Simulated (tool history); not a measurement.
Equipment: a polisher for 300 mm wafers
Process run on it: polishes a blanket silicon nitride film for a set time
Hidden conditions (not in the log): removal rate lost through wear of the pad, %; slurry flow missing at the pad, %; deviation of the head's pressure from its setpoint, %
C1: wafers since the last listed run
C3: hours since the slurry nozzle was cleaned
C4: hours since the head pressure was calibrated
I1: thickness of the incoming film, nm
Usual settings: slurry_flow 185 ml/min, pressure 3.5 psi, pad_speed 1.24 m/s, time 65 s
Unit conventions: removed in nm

{"run": 1, "hour": 0.0, "slurry_flow": 185, "pressure": 3.5, "pad_speed": 1.24, "time": 65, "C1": 0, "wafers polished on this pad": 4, "C3": 400.4, "C4": 277.2, "I1": 384.4, "removed": 139.1}
{"run": 2, "hour": 26.7, "slurry_flow": 185, "pressure": 3.5, "pad_speed": 1.08, "time": 65, "C1": 246, "wafers polished on this pad": 250, "C3": 427.1, "C4": 303.9, "I1": 380, "removed": 124.8}
{"run": 3, "hour": 48.2, "slurry_flow": 185, "pressure": 3.5, "pad_speed": 1.08, "time": 65, "C1": 198, "wafers polished on this pad": 449, "C3": 448.6, "C4": 325.4, "I1": 381.3, "removed": 124.8}
{"run": 4, "hour": 73.5, "slurry_flow": 185, "pressure": 3.5, "pad_speed": 1.08, "time": 65, "C1": 233, "wafers polished on this pad": 682, "C3": 473.9, "C4": 350.7, "I1": 382.3, "removed": 123.4}
{"run": 5, "hour": 104.1, "slurry_flow": 185, "pressure": 3.5, "pad_speed": 1.24, "time": 65, "C1": 282, "wafers polished on this pad": 964, "C3": 504.5, "C4": 381.3, "I1": 381.1, "removed": 140.7}
{"run": 6, "hour": 118.1, "slurry_flow": 185, "pressure": 3.5, "pad_speed": 1.24, "time": 65, "C1": 129, "wafers polished on this pad": 1093, "C3": 518.5, "C4": 395.3, "I1": 374.7, "removed": 142.4}
{"run": 7, "hour": 199.4, "slurry_flow": 185, "pressure": 3.5, "pad_speed": 1.24, "time": 65, "C1": 749, "wafers polished on this pad": 1843, "C3": 599.8, "C4": 476.6, "I1": 384.1, "removed": 140.7}
{"hour": 214.9, "done": "worn pad replaced by a new one"}
{"run": 8, "hour": 215.4, "slurry_flow": 185, "pressure": 3.5, "pad_speed": 1.24, "time": 65, "C1": 110, "wafers polished on this pad": 4, "C3": 615.8, "C4": 492.6, "I1": 383.7, "removed": 141.5}
{"run": 9, "hour": 224.5, "slurry_flow": 185, "pressure": 3.5, "pad_speed": 1.24, "time": 65, "C1": 83, "wafers polished on this pad": 88, "C3": 624.9, "C4": 501.7, "I1": 373.4, "removed": 134.6}
{"run": 10, "hour": 246.2, "slurry_flow": 185, "pressure": 3.5, "pad_speed": 1.24, "time": 65, "C1": 200, "wafers polished on this pad": 288, "C3": 646.6, "C4": 523.4, "I1": 384.5, "removed": 140.8}
{"run": 11, "hour": 279.5, "slurry_flow": 185, "pressure": 3.8, "pad_speed": 1.24, "time": 65, "C1": 307, "wafers polished on this pad": 595, "C3": 679.9, "C4": 556.7, "I1": 376.4, "removed": 153.1}
{"run": 12, "hour": 312.4, "slurry_flow": 185, "pressure": 3.8, "pad_speed": 1.24, "time": 65, "C1": 303, "wafers polished on this pad": 899, "C3": 712.8, "C4": 589.6, "I1": 376.4, "removed": 151}
{"run": 13, "hour": 329.0, "slurry_flow": 185, "pressure": 3.8, "pad_speed": 1.24, "time": 65, "C1": 153, "wafers polished on this pad": 1052, "C3": 729.4, "C4": 606.2, "I1": 376.4, "removed": 150.7}
{"hour": 359.5, "done": "slurry nozzle cleaned"}
{"run": 14, "hour": 359.9, "slurry_flow": 185, "pressure": 3.5, "pad_speed": 1.24, "time": 65, "C1": 275, "wafers polished on this pad": 1327, "C3": 0.4, "C4": 637.1, "I1": 384.4, "removed": 139.9}
{"run": 15, "hour": 431.6, "slurry_flow": 185, "pressure": 3.5, "pad_speed": 1.24, "time": 65, "C1": 661, "wafers polished on this pad": 1989, "C3": 72.1, "C4": 708.8, "I1": 372.1, "removed": 139.8}
{"run": 16, "hour": 463.4, "slurry_flow": 185, "pressure": 4.2, "pad_speed": 1.24, "time": 65, "C1": 293, "wafers polished on this pad": 2282, "C3": 103.9, "C4": 740.6, "I1": 375.2, "removed": 171.6}
{"hour": 475.9, "done": "worn pad replaced by a new one"}
{"run": 17, "hour": 488.4, "slurry_flow": 185, "pressure": 3.2, "pad_speed": 0.92, "time": 65, "C1": 193, "wafers polished on this pad": 115, "C3": 128.9, "C4": 765.6, "I1": 372.1, "removed": 99.4}
{"run": 18, "hour": 515.3, "slurry_flow": 185, "pressure": 4.6, "pad_speed": 1.5, "time": 65, "C1": 248, "wafers polished on this pad": 363, "C3": 155.8, "C4": 792.5, "I1": 377.2, "removed": 209.6}
{"run": 19, "hour": 603.0, "slurry_flow": 185, "pressure": 4.7, "pad_speed": 1.48, "time": 65, "C1": 808, "wafers polished on this pad": 1172, "C3": 243.5, "C4": 880.2, "I1": 373.5, "removed": 218.8}
{"run": 20, "hour": 633.4, "slurry_flow": 160, "pressure": 3.5, "pad_speed": 1.12, "time": 65, "C1": 280, "wafers polished on this pad": 1452, "C3": 273.9, "C4": 910.6, "I1": 377.3, "removed": 126.1}
{"run": 21, "hour": 661.8, "slurry_flow": 185, "pressure": 3.5, "pad_speed": 1.66, "time": 65, "C1": 261, "wafers polished on this pad": 1714, "C3": 302.3, "C4": 939, "I1": 380.8, "removed": 178.1}
{"hour": 672.0, "done": "head pressure recalibrated"}
{"hour": 688.4, "done": "worn pad replaced by a new one"}
{"run": 22, "hour": 688.9, "slurry_flow": 185, "pressure": 4.6, "pad_speed": 1.5, "time": 65, "C1": 194, "wafers polished on this pad": 4, "C3": 329.4, "C4": 16.9, "I1": 380.2, "removed": 213.6}
{"run": 23, "hour": 707.3, "slurry_flow": 185, "pressure": 3.5, "pad_speed": 1.24, "time": 65, "C1": 169, "wafers polished on this pad": 174, "C3": 347.8, "C4": 35.3, "I1": 381.1, "removed": 139.8}
{"run": 24, "hour": 722.8, "slurry_flow": 185, "pressure": 3.5, "pad_speed": 1.24, "time": 65, "C1": 142, "wafers polished on this pad": 317, "C3": 363.3, "C4": 50.8, "I1": 374.7, "removed": 139.4}
{"run": 25, "hour": 744.6, "slurry_flow": 155, "pressure": 3.5, "pad_speed": 1.24, "time": 49, "C1": 201, "wafers polished on this pad": 518, "C3": 385.1, "C4": 72.6, "I1": 372.6, "removed": 102.3}
{"run": 26, "hour": 771.5, "slurry_flow": 225, "pressure": 3.5, "pad_speed": 1.24, "time": 65, "C1": 248, "wafers polished on this pad": 766, "C3": 412, "C4": 99.5, "I1": 378.4, "removed": 144.2}
{"run": 27, "hour": 787.6, "slurry_flow": 230, "pressure": 3.5, "pad_speed": 1.24, "time": 81, "C1": 148, "wafers polished on this pad": 915, "C3": 428.1, "C4": 115.6, "I1": 380.5, "removed": 182}
{"run": 28, "hour": 806.1, "slurry_flow": 185, "pressure": 3.5, "pad_speed": 1.24, "time": 65, "C1": 170, "wafers polished on this pad": 1085, "C3": 446.6, "C4": 134.1, "I1": 383.2, "removed": 139}
{"run": 29, "hour": 830.3, "slurry_flow": 185, "pressure": 3.5, "pad_speed": 1.24, "time": 65, "C1": 223, "wafers polished on this pad": 1308, "C3": 470.8, "C4": 158.3, "I1": 383.3, "removed": 141}
{"run": 30, "hour": 899.8, "slurry_flow": 125, "pressure": 3.5, "pad_speed": 0.9, "time": 55, "C1": 640, "wafers polished on this pad": 1949, "C3": 540.3, "C4": 227.8, "I1": 375.9, "removed": 85.1}
{"hour": 917.3, "done": "worn pad replaced by a new one"}
{"run": 31, "hour": 935.0, "slurry_flow": 185, "pressure": 3.5, "pad_speed": 1.66, "time": 65, "C1": 287, "wafers polished on this pad": 162, "C3": 575.5, "C4": 263, "I1": 378.5, "removed": 178.3}
{"run": 32, "hour": 954.1, "slurry_flow": 185, "pressure": 3.5, "pad_speed": 1.24, "time": 65, "C1": 176, "wafers polished on this pad": 338, "C3": 594.6, "C4": 282.1, "I1": 380.9, "removed": 138.8}
{"run": 33, "hour": 986.4, "slurry_flow": 135, "pressure": 3.5, "pad_speed": 1.24, "time": 65, "C1": 297, "wafers polished on this pad": 636, "C3": 626.9, "C4": 314.4, "I1": 382.8, "removed": 133.3}
{"run": 34, "hour": 1019.0, "slurry_flow": 185, "pressure": 3.5, "pad_speed": 1.24, "time": 65, "C1": 300, "wafers polished on this pad": 937, "C3": 659.5, "C4": 347, "I1": 383.9, "removed": 139.4}
{"run": 35, "hour": 1050.6, "slurry_flow": 205, "pressure": 4.5, "pad_speed": 1, "time": 76, "C1": 291, "wafers polished on this pad": 1228, "C3": 691.1, "C4": 378.6, "I1": 381.9, "removed": 182.3}
{"run": 36, "hour": 1070.6, "slurry_flow": 185, "pressure": 3.5, "pad_speed": 1.24, "time": 65, "C1": 184, "wafers polished on this pad": 1413, "C3": 711.1, "C4": 398.6, "I1": 380.7, "removed": 141.1}
{"run": 37, "hour": 1105.2, "slurry_flow": 165, "pressure": 3.5, "pad_speed": 0.96, "time": 65, "C1": 319, "wafers polished on this pad": 1732, "C3": 745.7, "C4": 433.2, "I1": 385.9, "removed": 111.2}

Run-by-run hidden state of the tool:
removal rate lost through wear of the pad, %: 0 in every run
slurry flow missing at the pad, %: 0 in every run
deviation of the head's pressure from its setpoint, %: 0 in every run
